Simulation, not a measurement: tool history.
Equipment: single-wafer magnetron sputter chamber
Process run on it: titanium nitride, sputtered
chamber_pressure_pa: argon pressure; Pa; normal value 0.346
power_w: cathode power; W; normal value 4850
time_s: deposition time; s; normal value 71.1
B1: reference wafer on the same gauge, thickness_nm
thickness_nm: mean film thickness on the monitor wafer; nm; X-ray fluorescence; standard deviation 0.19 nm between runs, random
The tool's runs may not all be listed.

{"run": 1, "hour": 0.0, "chamber_pressure_pa": 0.346, "power_w": 4850, "time_s": 71.1, "B1": 73.561, "thickness_nm": 66.354}
{"run": 2, "hour": 53.4, "chamber_pressure_pa": 0.346, "power_w": 4850, "time_s": 71.1, "B1": 73.503, "thickness_nm": 66.525}
{"run": 3, "hour": 104.8, "chamber_pressure_pa": 0.346, "power_w": 4850, "time_s": 71.1, "B1": 73.513, "thickness_nm": 66.118}
{"run": 4, "hour": 201.0, "chamber_pressure_pa": 0.346, "power_w": 4850, "time_s": 71.1, "B1": 73.487, "thickness_nm": 65.947}
{"run": 5, "hour": 295.5, "chamber_pressure_pa": 0.346, "power_w": 4850, "time_s": 71.1, "B1": 73.489, "thickness_nm": 66.312}
{"run": 6, "hour": 386.6, "chamber_pressure_pa": 0.346, "power_w": 4850, "time_s": 71.1, "B1": 73.542, "thickness_nm": 66.03}
{"run": 7, "hour": 454.5, "chamber_pressure_pa": 0.346, "power_w": 4850, "time_s": 71.1, "B1": 73.451, "thickness_nm": 66.243}
{"run": 8, "hour": 556.4, "chamber_pressure_pa": 0.377, "power_w": 4850, "time_s": 71.1, "B1": 73.404, "thickness_nm": 65.036}
{"hour": 578.9, "done": "sputter target and shields replaced"}
{"run": 9, "hour": 595.1, "chamber_pressure_pa": 0.377, "power_w": 4850, "time_s": 71.1, "B1": 73.536, "thickness_nm": 65.267}
{"run": 10, "hour": 705.9, "chamber_pressure_pa": 0.377, "power_w": 4850, "time_s": 71.1, "B1": 73.501, "thickness_nm": 65.224}
{"run": 11, "hour": 795.1, "chamber_pressure_pa": 0.346, "power_w": 4850, "time_s": 71.1, "B1": 73.496, "thickness_nm": 65.844}
{"run": 12, "hour": 841.6, "chamber_pressure_pa": 0.468, "power_w": 4300, "time_s": 76.0, "B1": 73.465, "thickness_nm": 59.379}
{"run": 13, "hour": 901.6, "chamber_pressure_pa": 0.388, "power_w": 4850, "time_s": 83.3, "B1": 73.446, "thickness_nm": 75.419}
{"run": 14, "hour": 958.4, "chamber_pressure_pa": 0.282, "power_w": 3850, "time_s": 84.1, "B1": 73.512, "thickness_nm": 63.172}
{"run": 15, "hour": 1112.9, "chamber_pressure_pa": 0.292, "power_w": 6000, "time_s": 58.2, "B1": 73.517, "thickness_nm": 67.851}
{"run": 16, "hour": 1176.0, "chamber_pressure_pa": 0.243, "power_w": 5300, "time_s": 76.9, "B1": 73.444, "thickness_nm": 81.455}
{"hour": 1254.2, "done": "gauge calibrated"}
{"run": 17, "hour": 1260.7, "chamber_pressure_pa": 0.346, "power_w": 4850, "time_s": 80.1, "B1": 73.403, "thickness_nm": 73.913}
{"hour": 1463.8, "done": "sputter target and shields replaced"}
{"run": 18, "hour": 1563.4, "chamber_pressure_pa": 0.346, "power_w": 4850, "time_s": 71.1, "B1": 73.548, "thickness_nm": 65.794}
{"hour": 1695.0, "done": "capacitance manometer re-zeroed and calibrated"}
{"run": 19, "hour": 1771.9, "chamber_pressure_pa": 0.308, "power_w": 5500, "time_s": 71.1, "B1": 73.505, "thickness_nm": 76.519}
{"run": 20, "hour": 1848.9, "chamber_pressure_pa": 0.346, "power_w": 4850, "time_s": 71.1, "B1": 73.511, "thickness_nm": 66.666}
{"run": 21, "hour": 1923.4, "chamber_pressure_pa": 0.346, "power_w": 5400, "time_s": 71.1, "B1": 73.496, "thickness_nm": 73.599}
{"run": 22, "hour": 2002.8, "chamber_pressure_pa": 0.346, "power_w": 5750, "time_s": 65.6, "B1": 73.542, "thickness_nm": 72.632}
{"hour": 2057.1, "done": "magnet pack replaced"}
{"run": 23, "hour": 2089.9, "chamber_pressure_pa": 0.22, "power_w": 4850, "time_s": 75.7, "B1": 73.507, "thickness_nm": 74.311}
{"run": 24, "hour": 2144.9, "chamber_pressure_pa": 0.346, "power_w": 4850, "time_s": 71.1, "B1": 73.421, "thickness_nm": 65.809}
{"run": 25, "hour": 2190.4, "chamber_pressure_pa": 0.346, "power_w": 4850, "time_s": 71.1, "B1": 73.538, "thickness_nm": 66.6}
{"run": 26, "hour": 2280.7, "chamber_pressure_pa": 0.346, "power_w": 5550, "time_s": 71.1, "B1": 73.464, "thickness_nm": 75.422}
{"hour": 2298.0, "done": "sputter target and shields replaced"}
{"run": 27, "hour": 2333.4, "chamber_pressure_pa": 0.346, "power_w": 5700, "time_s": 71.1, "B1": 73.453, "thickness_nm": 77.762}
{"run": 28, "hour": 2438.0, "chamber_pressure_pa": 0.346, "power_w": 4850, "time_s": 71.1, "B1": 73.57, "thickness_nm": 65.73}
{"run": 29, "hour": 2504.1, "chamber_pressure_pa": 0.238, "power_w": 4850, "time_s": 59.6, "B1": 73.517, "thickness_nm": 57.773}
{"run": 30, "hour": 2544.3, "chamber_pressure_pa": 0.474, "power_w": 4000, "time_s": 82.9, "B1": 73.457, "thickness_nm": 60.152}
{"run": 31, "hour": 2628.3, "chamber_pressure_pa": 0.346, "power_w": 5900, "time_s": 58.7, "B1": 73.539, "thickness_nm": 66.119}
{"run": 32, "hour": 2719.7, "chamber_pressure_pa": 0.346, "power_w": 4850, "time_s": 71.1, "B1": 73.429, "thickness_nm": 65.817}
{"run": 33, "hour": 2821.6, "chamber_pressure_pa": 0.274, "power_w": 5850, "time_s": 61.6, "B1": 73.485, "thickness_nm": 71.008}
{"run": 34, "hour": 2889.6, "chamber_pressure_pa": 0.346, "power_w": 4850, "time_s": 66.8, "B1": 73.55, "thickness_nm": 62.012}
{"run": 35, "hour": 2967.0, "chamber_pressure_pa": 0.346, "power_w": 4100, "time_s": 60.5, "B1": 73.579, "thickness_nm": 47.243}
{"run": 36, "hour": 3005.4, "chamber_pressure_pa": 0.432, "power_w": 5950, "time_s": 64.4, "B1": 73.521, "thickness_nm": 70.418}

A few steps of thickness_nm between consecutive runs. Split each: what settings, incoming material and random variation would produce without the hidden state, and what is left over for the hidden state, along with gauge scatter present in only one of the two compared results (measured, and without hidden state):
The hidden state here: deposition rate above that of a new target (%); true argon pressure above the setpoint (%); gauge reads high (%).
Run 12 -> 13: chamber_pressure_pa 0.468 -> 0.388, power_w 4300 -> 4850, time_s 76.0 -> 83.3. thickness_nm +16.040 nm: hidden state -0.084, all else +16.124.
Run 18 -> 19: chamber_pressure_pa 0.346 -> 0.308, power_w 4850 -> 5500, capacitance manometer re-zeroed and calibrated. thickness_nm +10.725 nm: hidden state +0.815, all else +9.910.
Run 29 -> 30: chamber_pressure_pa 0.238 -> 0.474, power_w 4850 -> 4000, time_s 59.6 -> 82.9. thickness_nm +2.379 nm: hidden state -0.459, all else +2.838.
Run 34 -> 35: power_w 4850 -> 4100, time_s 66.8 -> 60.5. thickness_nm -14.769 nm: hidden state +0.175, all else -14.944.
Run 35 -> 36: chamber_pressure_pa 0.346 -> 0.432, power_w 4100 -> 5950, time_s 60.5 -> 64.4. thickness_nm +23.175 nm: hidden state -0.515, all else +23.690.

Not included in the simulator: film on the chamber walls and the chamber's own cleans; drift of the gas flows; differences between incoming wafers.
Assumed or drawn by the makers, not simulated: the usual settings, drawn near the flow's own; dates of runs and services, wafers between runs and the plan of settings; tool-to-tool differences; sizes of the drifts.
